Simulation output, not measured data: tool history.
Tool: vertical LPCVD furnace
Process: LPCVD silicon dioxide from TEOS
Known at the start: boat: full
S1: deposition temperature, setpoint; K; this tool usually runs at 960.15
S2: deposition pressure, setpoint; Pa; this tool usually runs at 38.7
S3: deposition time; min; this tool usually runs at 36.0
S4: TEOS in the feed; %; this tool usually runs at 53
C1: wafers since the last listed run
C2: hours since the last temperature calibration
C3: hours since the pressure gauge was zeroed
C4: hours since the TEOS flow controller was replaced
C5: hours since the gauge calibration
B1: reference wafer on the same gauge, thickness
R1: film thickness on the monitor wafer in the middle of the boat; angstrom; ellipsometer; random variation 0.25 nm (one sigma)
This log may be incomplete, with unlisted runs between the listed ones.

run   hour      S1    S2    S3  S4    C1      C2      C3      C4      C5      B1      R1
  1    0.0  960.15  38.7  47.0  53     0  4919.2  4642.1  2048.8   977.5  193.98  2302.2
  2   19.2  960.15  38.7  47.0  53   319  4938.4  4661.3  2068.0   996.7  193.98  2306.1
  3   53.6  960.15  38.7  24.5  53   572  4972.8  4695.7  2102.4  1031.1  193.97  1203.8
  4   88.3  960.15  38.7  24.5  53   577  5007.5  4730.4  2137.1  1065.8  193.95  1202.7
  5  110.7  960.15  38.7  36.0  53   373  5029.9  4752.8  2159.5  1088.2  193.96  1769.4
     120.8  -- gauge calibrated
     138.2  -- pressure gauge zeroed
     157.4  -- thermocouples replaced and temperature profile calibrated
     164.6  -- TEOS flow controller replaced
  6  165.1  955.15  32.7  36.0  53    67     7.7    26.9     0.5    44.3  193.93  1374.1
  7  169.7  955.15  32.7  36.0  53    76    12.3    31.5     5.1    48.9  194.08  1370.3
  8  236.8  955.15  32.7  36.0  53  1117    79.4    98.6    72.2   116.0  193.97  1373.6
  9  249.4  960.15  38.7  36.0  53   209    92.0   111.2    84.8   128.6  194.09  1684.7
 10  267.0  960.15  38.7  36.0  53   293   109.6   128.8   102.4   146.2  193.99  1687.3
 11  286.6  967.15  38.7  36.0  53   326   129.2   148.4   122.0   165.8  193.97  1994.9
 12  305.3  969.15  33.3  50.0  61   311   147.9   167.1   140.7   184.5  194.04  2885.1
 13  320.9  960.15  38.7  21.5  46   259   163.5   182.7   156.3   200.1  194.03   939.3
 14  353.5  960.15  38.7  43.5  53   542   196.1   215.3   188.9   232.7  193.96  2041.9
 15  371.1  960.15  38.7  36.0  46   293   213.7   232.9   206.5   250.3  193.99  1580.0
 16  384.3  954.15  48.0  48.5  49   219   226.9   246.1   219.7   263.5  193.95  2115.0
 17  461.6  960.15  33.3  36.0  44  1287   304.2   323.4   297.0   340.8  194.06  1435.1
 18  495.0  969.15  36.0  23.0  53   556   337.6   356.8   330.4   374.2  194.05  1293.1
 19  510.4  953.15  44.0  25.0  50   256   353.0   372.2   345.8   389.6  194.10  1030.3
 20  529.2  960.15  34.0  30.5  44   313   371.8   391.0   364.6   408.4  193.93  1226.3
 21  563.1  969.15  38.7  36.0  53   564   405.7   424.9   398.5   442.3  193.99  2101.4
 22  660.0  960.15  38.7  36.0  53  1613   502.6   521.8   495.4   539.2  194.02  1697.9
 23  693.3  949.15  48.0  29.0  47   554   535.9   555.1   528.7   572.5  193.90  1106.8
 24  709.5  960.15  38.7  36.0  53   269   552.1   571.3   544.9   588.7  194.00  1701.9
 25  728.5  960.15  38.7  25.5  53   316   571.1   590.3   563.9   607.7  194.00  1206.7

What does the tool deliver on the next run?
 26  763.1  950.15  38.7  36.0  53  576  605.7  624.9  598.5  642.3   ?   ?

B1: 194.00
R1: 1336.6 angstrom
With the hidden condition absent and the run-to-run variation left alone, this run would have shown R1 1317.7 angstrom.
